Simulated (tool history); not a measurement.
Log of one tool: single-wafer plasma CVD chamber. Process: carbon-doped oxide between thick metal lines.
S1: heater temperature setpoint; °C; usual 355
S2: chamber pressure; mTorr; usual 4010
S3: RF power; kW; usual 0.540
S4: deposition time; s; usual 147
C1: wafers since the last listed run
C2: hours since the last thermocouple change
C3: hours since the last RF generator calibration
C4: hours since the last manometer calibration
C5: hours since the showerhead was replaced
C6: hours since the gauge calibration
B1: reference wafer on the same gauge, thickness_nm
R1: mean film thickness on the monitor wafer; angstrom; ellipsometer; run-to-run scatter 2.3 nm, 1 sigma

run   hour   S1    S2     S3   S4   C1      C2      C3      C4      C5     C6       B1       R1
  1    0.0  363  4010  0.540  147    0  2187.8  1327.4  1584.6  4955.6   66.4  665.659  7344.87
  2   12.4  363  4010  0.540  147  113  2200.2  1339.8  1597.0  4968.0   78.8  665.938  7353.06
  3   28.0  355  4010  0.540  147  142  2215.8  1355.4  1612.6  4983.6   94.4  666.652  7462.81
  4   38.9  355  4010  0.540  147   99  2226.7  1366.3  1623.5  4994.5  105.3  666.185  7484.69
  5   50.4  355  4010  0.540  147  104  2238.2  1377.8  1635.0  5006.0  116.8  665.471  7488.92
  6   67.8  355  4560  0.540  147  158  2255.6  1395.2  1652.4  5023.4  134.2  665.789  7629.96
      76.5  -- showerhead replaced
  7   77.0  355  4560  0.540  147   10  2264.8  1404.4  1661.6     0.5  143.4  665.804  7617.54
  8   89.7  355  4010  0.540  147  115  2277.5  1417.1  1674.3    13.2  156.1  666.215  7494.66
  9   99.7  355  4010  0.540  147   91  2287.5  1427.1  1684.3    23.2  166.1  666.743  7521.26
 10  116.5  355  4010  0.540  147  153  2304.3  1443.9  1701.1    40.0  182.9  665.359  7481.84
 11  129.1  355  4010  0.540  147  114  2316.9  1456.5  1713.7    52.6  195.5  666.012  7418.17
     130.5  -- gauge calibrated
 12  140.7  355  4010  0.540  147  105  2328.5  1468.1  1725.3    64.2   10.2  665.932  7452.92
 13  149.1  342  4010  0.540  147   76  2336.9  1476.5  1733.7    72.6   18.6  666.729  7765.59
 14  165.6  364  4010  0.540  147  150  2353.4  1493.0  1750.2    89.1   35.1  666.262  7236.32
     177.5  -- RF generator calibrated
 15  181.1  360  4820  0.580  158   68  2368.9     3.6  1765.7   104.6   50.6  665.792  8945.62
 16  188.6  355  4010  0.575  147   68  2376.4    11.1  1773.2   112.1   58.1  665.630  8184.40
 17  204.4  355  4010  0.540  147  144  2392.2    26.9  1789.0   127.9   73.9  665.297  7857.76
 18  214.8  355  4290  0.585  173   94  2402.6    37.3  1799.4   138.3   84.3  665.742  9829.02
 19  226.8  355  4010  0.540  147  109  2414.6    49.3  1811.4   150.3   96.3  665.798  7873.20
     240.3  -- thermocouple changed; heater temperature recalibrated
 20  240.8  348  4010  0.540  147   54     0.5    63.3  1825.4   164.3  110.3  665.896  8097.99
     256.2  -- capacitance manometer re-zeroed and calibrated
 21  256.7  355  4010  0.590  147   72    16.4    79.2     0.5   180.2  126.2  665.712  8342.19
 22  267.8  355  3690  0.540  147  101    27.5    90.3    11.6   191.3  137.3  666.292  7870.84
 23  282.8  355  4010  0.540  147  136    42.5   105.3    26.6   206.3  152.3  666.748  7907.69
 24  300.2  355  4010  0.540  147  158    59.9   122.7    44.0   223.7  169.7  666.055  7882.08
 25  312.5  355  4010  0.540  147  112    72.2   135.0    56.3   236.0  182.0  665.559  7899.33
 26  326.1  341  4740  0.475  128  124    85.8   148.6    69.9   249.6  195.6  666.139  6770.69
     334.9  -- gauge calibrated
 27  342.4  355  3390  0.485  119  148   102.1   164.9    86.2   265.9    7.5  666.206  5896.03

5 options for the next run, each taken on its own from the tool as it stands now. Forecast them:
  A  342.8  355  4010  0.540  147   3  102.5  165.3  86.6  266.3  7.9   ?   ?
  B  342.8  363  3610  0.540  175   3  102.5  165.3  86.6  266.3  7.9   ?   ?
  C  342.8  355  4010  0.480  147   3  102.5  165.3  86.6  266.3  7.9   ?   ?
  D  342.8  355  3340  0.540  147   3  102.5  165.3  86.6  266.3  7.9   ?   ?
  E  342.8  355  4010  0.540  139   3  102.5  165.3  86.6  266.3  7.9   ?   ?

run       B1       R1
  A  665.922  7866.43
  B  665.922  9055.69
  C  665.922  7320.34
  D  665.922  7713.69
  E  665.922  7439.89
What these runs would have given with no unlogged condition in the tool:
run       R1
  A  7898.73
  B  9092.89
  C  7351.06
  D  7745.37
  E  7470.45

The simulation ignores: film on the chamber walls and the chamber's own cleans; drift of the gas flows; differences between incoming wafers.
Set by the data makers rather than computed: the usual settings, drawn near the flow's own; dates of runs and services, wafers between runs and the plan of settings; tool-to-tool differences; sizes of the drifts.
